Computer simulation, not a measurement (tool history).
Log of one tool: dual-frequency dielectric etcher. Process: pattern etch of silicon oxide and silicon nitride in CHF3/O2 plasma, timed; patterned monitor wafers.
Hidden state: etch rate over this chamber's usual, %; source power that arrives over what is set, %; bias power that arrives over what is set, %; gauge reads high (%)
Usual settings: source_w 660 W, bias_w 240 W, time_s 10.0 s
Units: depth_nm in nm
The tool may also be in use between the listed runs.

run    hour  source_w  bias_w  time_s  wafers since the last listed run  hours since the last wet clean  hours since the last source power generator calibration  hours since the last bias power generator calibration  hours since the last upper electrode change  hours since the gauge calibration  read-back reference wafer on the same gauge, depth_nm  depth_nm
  1     0.0       660     240    10.0                                 0                            90.3                                                   1395.5                                                 4291.5                                       1765.4                             3568.3                                                  15.70     18.37
  2    76.5       700     240     8.0                              1116                           166.8                                                   1472.0                                                 4368.0                                       1841.9                             3644.8                                                  15.71     14.92
  3   147.1       660     207    10.0                              1030                           237.4                                                   1542.6                                                 4438.6                                       1912.5                             3715.4                                                  15.74     17.01
  4   239.3       660     207    10.0                              1345                           329.6                                                   1634.8                                                 4530.8                                       2004.7                             3807.6                                                  15.73     17.04
  5   292.5       550     240    10.0                               776                           382.8                                                   1688.0                                                 4584.0                                       2057.9                             3860.8                                                  15.74     16.62
  6   368.9       550     240    10.0                              1114                           459.2                                                   1764.4                                                 4660.4                                       2134.3                             3937.2                                                  15.71     16.51
      393.3  -- gauge calibrated
      410.1  -- wet clean of the chamber, repeated, since the last time left the tool worse
  7   660.6       550     240    10.0                              3906                           250.5                                                   2056.1                                                 4952.1                                       2426.0                              267.3                                                  15.70     17.56
  8   731.4       660     240    10.0                              1033                           321.3                                                   2126.9                                                 5022.9                                       2496.8                              338.1                                                  15.66     19.19
  9   783.9       590     189    12.5                               766                           373.8                                                   2179.4                                                 5075.4                                       2549.3                              390.6                                                  15.70     20.64
      816.3  -- source power generator calibrated
 10   835.7       610     273    13.0                               697                           425.6                                                     19.4                                                 5127.2                                       2601.1                              442.4                                                  15.75     24.80
      890.8  -- bias power generator calibrated
 11   925.2       800     289     8.0                              1247                           515.1                                                    108.9                                                   34.4                                       2690.6                              531.9                                                  15.70     17.58
     1019.4  -- wet clean of the chamber
 12  1019.9       660     240    10.0                              1031                             0.5                                                    203.6                                                  129.1                                       2785.3                              626.6                                                  15.66     19.29
 13  1092.1       530     210    10.0                              1053                            72.7                                                    275.8                                                  201.3                                       2857.5                              698.8                                                  15.68     16.59
 14  1194.2       660     197     8.0                              1489                           174.8                                                    377.9                                                  303.4                                       2959.6                              800.9                                                  15.69     14.31
 15  1283.6       600     240    12.5                              1304                           264.2                                                    467.3                                                  392.8                                       3049.0                              890.3                                                  15.75     23.00
 16  1336.0       660     184    10.0                               764                           316.6                                                    519.7                                                  445.2                                       3101.4                              942.7                                                  15.66     17.24
     1400.4  -- upper electrode replaced
 17  1409.6       510     240     7.0                               723                           390.2                                                    593.3                                                  518.8                                          9.2                             1016.3                                                  15.70     11.80
 18  1446.8       660     287     8.5                               542                           427.4                                                    630.5                                                  556.0                                         46.4                             1053.5                                                  15.64     17.13
 19  1521.7       660     240    10.0                              1092                           502.3                                                    705.4                                                  630.9                                        121.3                             1128.4                                                  15.67     18.90
 20  1609.3       660     240    10.0                              1278                           589.9                                                    793.0                                                  718.5                                        208.9                             1216.0                                                  15.66     18.89
 21  1675.7       660     240    10.0                               968                           656.3                                                    859.4                                                  784.9                                        275.3                             1282.4                                                  15.71     18.56
     1710.2  -- wet clean of the chamber
 22  1747.7       660     240    10.0                               700                            37.5                                                    931.4                                                  856.9                                        347.3                             1354.4                                                  15.74     18.95
 23  1816.8       810     240    11.0                              1008                           106.6                                                   1000.5                                                  926.0                                        416.4                             1423.5                                                  15.72     23.23
 24  1891.5       660     285    10.0                              1090                           181.3                                                   1075.2                                                 1000.7                                        491.1                             1498.2                                                  15.71     20.36
 25  1984.6       660     240    10.0                              1358                           274.4                                                   1168.3                                                 1093.8                                        584.2                             1591.3                                                  15.72     19.02
 26  2083.4       750     211     9.0                              1441                           373.2                                                   1267.1                                                 1192.6                                        683.0                             1690.1                                                  15.74     17.08
 27  2153.2       660     180    10.0                              1018                           443.0                                                   1336.9                                                 1262.4                                        752.8                             1759.9                                                  15.72     17.03
 28  2219.5       660     285    10.0                               967                           509.3                                                   1403.2                                                 1328.7                                        819.1                             1826.2                                                  15.69     19.93
 29  2263.1       570     206    12.5                               636                           552.9                                                   1446.8                                                 1372.3                                        862.7                             1869.8                                                  15.71     21.08

Hidden state at the last listed run before each entry between runs and at the first one after, where it differs:
Between runs 6 and 7: gauge calibrated (hour 393.3); wet clean of the chamber, repeated, since the last time left the tool worse (hour 410.1)
  etch rate over this chamber's usual, %: -6.74 -> -0.973
  measured less the result without the state, depth_nm: -1.19 -> -0.17 nm
Between runs 9 and 10: source power generator calibrated (hour 816.3)
  etch rate over this chamber's usual, %: -1.44 -> -1.64
  measured less the result without the state, depth_nm: -0.30 -> -0.41 nm
Between runs 10 and 11: bias power generator calibrated (hour 890.8)
  etch rate over this chamber's usual, %: -1.64 -> -1.98
  measured less the result without the state, depth_nm: -0.41 -> -0.35 nm
Between runs 11 and 12: wet clean of the chamber (hour 1019.4)
  etch rate over this chamber's usual, %: -1.98 -> -0.0364
  measured less the result without the state, depth_nm: -0.35 -> +0.00 nm
Between runs 16 and 17: upper electrode replaced (hour 1400.4)
  etch rate over this chamber's usual, %: -1.24 -> -1.52
  measured less the result without the state, depth_nm: -0.22 -> -0.18 nm
Between runs 21 and 22: wet clean of the chamber (hour 1710.2)
  etch rate over this chamber's usual, %: -2.52 -> -0.418
  measured less the result without the state, depth_nm: -0.48 -> -0.08 nm

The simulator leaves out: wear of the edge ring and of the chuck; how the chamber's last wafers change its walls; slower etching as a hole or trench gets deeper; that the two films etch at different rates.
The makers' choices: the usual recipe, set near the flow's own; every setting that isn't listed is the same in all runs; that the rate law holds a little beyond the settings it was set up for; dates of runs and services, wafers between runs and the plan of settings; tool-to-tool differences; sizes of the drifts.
